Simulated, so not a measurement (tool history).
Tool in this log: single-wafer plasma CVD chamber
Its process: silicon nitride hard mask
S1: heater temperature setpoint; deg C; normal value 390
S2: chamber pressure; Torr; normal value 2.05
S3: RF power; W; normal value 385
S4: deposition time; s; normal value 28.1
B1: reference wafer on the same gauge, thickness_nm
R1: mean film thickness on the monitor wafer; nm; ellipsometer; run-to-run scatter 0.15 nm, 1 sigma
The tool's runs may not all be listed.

run,hour,S1,S2,S3,S4,B1,R1
1,0.0,390,2.05,385,28.1,33.493,37.499
2,133.5,390,2.05,385,28.1,33.516,37.310
3,196.6,390,2.05,385,28.1,33.448,36.855
4,234.1,390,2.05,385,28.1,33.486,37.111
5,271.8,390,2.05,385,28.1,33.596,37.202
6,318.8,390,2.05,385,28.1,33.491,37.169
7,400.6,390,2.05,385,28.1,33.404,36.875
8,451.8,390,2.05,385,28.1,33.541,38.206
9,524.7,390,2.05,385,28.1,33.441,38.272
10,596.8,390,2.05,385,28.1,33.435,38.397
11,655.7,390,2.18,385,28.1,33.447,38.674
12,740.6,390,2.05,385,28.1,33.484,38.300
13,940.6,390,2.37,445,30.1,33.538,46.748
14,1002.0,390,2.05,385,28.1,33.528,38.300
15,1057.8,390,2.54,330,23.6,33.532,29.799
16,1123.2,404,2.05,385,33.2,33.492,44.979
17,1217.0,400,1.77,335,23.1,33.506,27.235
18,1272.2,379,1.79,385,25.8,33.519,34.248
19,1323.5,390,1.92,330,30.6,33.436,36.185
20,1407.8,404,2.05,385,28.1,33.430,37.786
21,1493.1,390,1.83,385,31.8,33.503,42.235
22,1535.3,390,2.05,385,28.1,33.572,37.716
23,1623.9,400,2.27,385,28.1,33.490,38.567
24,1706.6,390,2.05,385,32.2,33.513,43.272
25,1763.8,404,2.05,385,28.1,33.499,37.564
26,1804.1,390,2.05,385,32.2,33.471,43.031
27,1842.6,390,2.43,345,28.1,33.554,35.803
28,1922.1,390,2.05,385,33.0,33.543,44.043

Between the runs listed above, the log contained 5 entries, not reproduced here. Where in the sequence does each belong, and how does what the log doesn't record of the tool's condition differ from the listed run before to the listed run after?
Runs 7 to 8: RF generator calibrated (hour 420.7)
  delivered RF power above the setpoint (%): -5.63 -> -0.616
  the result without the hidden state subtracted from the measured one, R1: -1.683 -> -0.181 nm
Runs 8 to 9: gauge calibrated (hour 518.9)
  delivered RF power above the setpoint (%): -0.616 -> -0.626
  the result without the hidden state subtracted from the measured one, R1: -0.181 -> -0.184 nm
Runs 14 to 15: showerhead replaced (hour 1024.0)
  delivered RF power above the setpoint (%): -0.948 -> -1.01
  the result without the hidden state subtracted from the measured one, R1: -0.281 -> -0.245 nm
Runs 15 to 16: capacitance manometer re-zeroed and calibrated (hour 1078.7)
  delivered RF power above the setpoint (%): -1.01 -> -1.1
  the result without the hidden state subtracted from the measured one, R1: -0.245 -> -0.383 nm
Runs 19 to 20: thermocouple changed; heater temperature recalibrated (hour 1400.3)
  delivered RF power above the setpoint (%): -1.42 -> -1.57
  the result without the hidden state subtracted from the measured one, R1: -0.417 -> -0.463 nm
